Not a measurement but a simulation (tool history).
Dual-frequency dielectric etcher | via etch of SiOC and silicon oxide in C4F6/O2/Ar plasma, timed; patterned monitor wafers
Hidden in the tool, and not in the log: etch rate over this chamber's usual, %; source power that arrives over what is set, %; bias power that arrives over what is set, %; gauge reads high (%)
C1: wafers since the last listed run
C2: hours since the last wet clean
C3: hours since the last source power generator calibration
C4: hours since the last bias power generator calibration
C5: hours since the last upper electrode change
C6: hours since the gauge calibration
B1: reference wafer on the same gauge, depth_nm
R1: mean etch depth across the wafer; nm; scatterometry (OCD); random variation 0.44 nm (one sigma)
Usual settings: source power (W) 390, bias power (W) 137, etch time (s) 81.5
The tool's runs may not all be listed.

{"run": 1, "hour": 0.0, "source power (W)": 390, "bias power (W)": 137, "etch time (s)": 81.5, "C1": 0, "C2": 502.9, "C3": 4578.1, "C4": 2487.5, "C5": 3525.9, "C6": 56.5, "B1": 98.9, "R1": 89.7}
{"run": 2, "hour": 8.0, "source power (W)": 390, "bias power (W)": 137, "etch time (s)": 81.5, "C1": 73, "C2": 510.9, "C3": 4586.1, "C4": 2495.5, "C5": 3533.9, "C6": 64.5, "B1": 99, "R1": 89.3}
{"run": 3, "hour": 25.1, "source power (W)": 390, "bias power (W)": 137, "etch time (s)": 81.5, "C1": 156, "C2": 528, "C3": 4603.2, "C4": 2512.6, "C5": 3551, "C6": 81.6, "B1": 99.1, "R1": 90}
{"run": 4, "hour": 42.6, "source power (W)": 390, "bias power (W)": 137, "etch time (s)": 81.5, "C1": 159, "C2": 545.5, "C3": 4620.7, "C4": 2530.1, "C5": 3568.5, "C6": 99.1, "B1": 99, "R1": 89.5}
{"run": 5, "hour": 52.2, "source power (W)": 390, "bias power (W)": 137, "etch time (s)": 81.5, "C1": 87, "C2": 555.1, "C3": 4630.3, "C4": 2539.7, "C5": 3578.1, "C6": 108.7, "B1": 99, "R1": 89.1}
{"run": 6, "hour": 62.8, "source power (W)": 390, "bias power (W)": 137, "etch time (s)": 81.5, "C1": 96, "C2": 565.7, "C3": 4640.9, "C4": 2550.3, "C5": 3588.7, "C6": 119.3, "B1": 98.8, "R1": 88.9}
{"hour": 76.5, "done": "source power generator calibrated"}
{"run": 7, "hour": 77.0, "source power (W)": 390, "bias power (W)": 137, "etch time (s)": 75, "C1": 93, "C2": 579.9, "C3": 0.5, "C4": 2564.5, "C5": 3602.9, "C6": 133.5, "B1": 99, "R1": 82.6}
{"run": 8, "hour": 84.4, "source power (W)": 390, "bias power (W)": 137, "etch time (s)": 75, "C1": 67, "C2": 587.3, "C3": 7.9, "C4": 2571.9, "C5": 3610.3, "C6": 140.9, "B1": 99.2, "R1": 82.1}
{"run": 9, "hour": 96.3, "source power (W)": 390, "bias power (W)": 137, "etch time (s)": 75, "C1": 108, "C2": 599.2, "C3": 19.8, "C4": 2583.8, "C5": 3622.2, "C6": 152.8, "B1": 99.1, "R1": 81.2}
{"hour": 100.5, "done": "bias power generator calibrated"}
{"run": 10, "hour": 107.9, "source power (W)": 390, "bias power (W)": 118, "etch time (s)": 81.5, "C1": 69, "C2": 610.8, "C3": 31.4, "C4": 7.4, "C5": 3633.8, "C6": 164.4, "B1": 99.1, "R1": 84.2}
{"run": 11, "hour": 117.0, "source power (W)": 390, "bias power (W)": 110, "etch time (s)": 81.5, "C1": 83, "C2": 619.9, "C3": 40.5, "C4": 16.5, "C5": 3642.9, "C6": 173.5, "B1": 99.1, "R1": 82.4}
{"hour": 157.1, "done": "wet clean of the chamber"}
{"run": 12, "hour": 157.6, "source power (W)": 390, "bias power (W)": 137, "etch time (s)": 81.5, "C1": 151, "C2": 0.5, "C3": 81.1, "C4": 57.1, "C5": 3683.5, "C6": 214.1, "B1": 99.3, "R1": 93.7}
{"run": 13, "hour": 158.0, "source power (W)": 470, "bias power (W)": 137, "etch time (s)": 81.5, "C1": 3, "C2": 0.9, "C3": 81.5, "C4": 57.5, "C5": 3683.9, "C6": 214.5, "B1": 99, "R1": 99.5}
{"run": 14, "hour": 159.5, "source power (W)": 330, "bias power (W)": 118, "etch time (s)": 91, "C1": 13, "C2": 2.4, "C3": 83, "C4": 59, "C5": 3685.4, "C6": 216, "B1": 99.3, "R1": 96.8}
{"hour": 175.8, "done": "gauge calibrated"}
{"hour": 185.8, "done": "upper electrode replaced"}
{"run": 15, "hour": 186.3, "source power (W)": 390, "bias power (W)": 147, "etch time (s)": 81.5, "C1": 25, "C2": 29.2, "C3": 109.8, "C4": 85.8, "C5": 0.5, "C6": 10.5, "B1": 98.9, "R1": 96.8}
{"run": 16, "hour": 186.6, "source power (W)": 290, "bias power (W)": 137, "etch time (s)": 103.5, "C1": 2, "C2": 29.5, "C3": 110.1, "C4": 86.1, "C5": 0.8, "C6": 10.8, "B1": 99.1, "R1": 112}
{"run": 17, "hour": 187.9, "source power (W)": 450, "bias power (W)": 137, "etch time (s)": 72, "C1": 11, "C2": 30.8, "C3": 111.4, "C4": 87.4, "C5": 2.1, "C6": 12.1, "B1": 99, "R1": 85.6}
{"run": 18, "hour": 197.9, "source power (W)": 480, "bias power (W)": 112, "etch time (s)": 103, "C1": 91, "C2": 40.8, "C3": 121.4, "C4": 97.4, "C5": 12.1, "C6": 22.1, "B1": 98.9, "R1": 117.3}
{"run": 19, "hour": 213.4, "source power (W)": 450, "bias power (W)": 119, "etch time (s)": 70, "C1": 141, "C2": 56.3, "C3": 136.9, "C4": 112.9, "C5": 27.6, "C6": 37.6, "B1": 99, "R1": 79.8}
{"run": 20, "hour": 221.2, "source power (W)": 390, "bias power (W)": 137, "etch time (s)": 81.5, "C1": 71, "C2": 64.1, "C3": 144.7, "C4": 120.7, "C5": 35.4, "C6": 45.4, "B1": 99.3, "R1": 94.2}
{"run": 21, "hour": 229.0, "source power (W)": 340, "bias power (W)": 151, "etch time (s)": 81.5, "C1": 71, "C2": 71.9, "C3": 152.5, "C4": 128.5, "C5": 43.2, "C6": 53.2, "B1": 99.2, "R1": 94.2}
{"run": 22, "hour": 245.0, "source power (W)": 390, "bias power (W)": 164, "etch time (s)": 81.5, "C1": 146, "C2": 87.9, "C3": 168.5, "C4": 144.5, "C5": 59.2, "C6": 69.2, "B1": 99.1, "R1": 99.6}

5 ways to go on from here, each from the tool as it stands after run 22. What would each give?
{"run": "A", "hour": 245.4, "source power (W)": 390, "bias power (W)": 137, "etch time (s)": 81.5, "C1": 3, "C2": 88.3, "C3": 168.9, "C4": 144.9, "C5": 59.6, "C6": 69.6, "B1": "?", "R1": "?"}
{"run": "B", "hour": 245.4, "source power (W)": 390, "bias power (W)": 125, "etch time (s)": 81.5, "C1": 3, "C2": 88.3, "C3": 168.9, "C4": 144.9, "C5": 59.6, "C6": 69.6, "B1": "?", "R1": "?"}
{"run": "C", "hour": 245.4, "source power (W)": 360, "bias power (W)": 137, "etch time (s)": 81.5, "C1": 3, "C2": 88.3, "C3": 168.9, "C4": 144.9, "C5": 59.6, "C6": 69.6, "B1": "?", "R1": "?"}
{"run": "D", "hour": 245.4, "source power (W)": 310, "bias power (W)": 137, "etch time (s)": 96, "C1": 3, "C2": 88.3, "C3": 168.9, "C4": 144.9, "C5": 59.6, "C6": 69.6, "B1": "?", "R1": "?"}
{"run": "E", "hour": 245.4, "source power (W)": 360, "bias power (W)": 160, "etch time (s)": 81.5, "C1": 3, "C2": 88.3, "C3": 168.9, "C4": 144.9, "C5": 59.6, "C6": 69.6, "B1": "?", "R1": "?"}

run=A B1=99 R1=93.9
run=B B1=99 R1=91.1
run=C B1=99 R1=92.3
run=D B1=99 R1=105.3
run=E B1=99 R1=97.2
Without the tool's hidden state the same runs would have given:
run=A R1=94.4
run=B R1=91.6
run=C R1=92.7
run=D R1=105.9
run=E R1=97.7
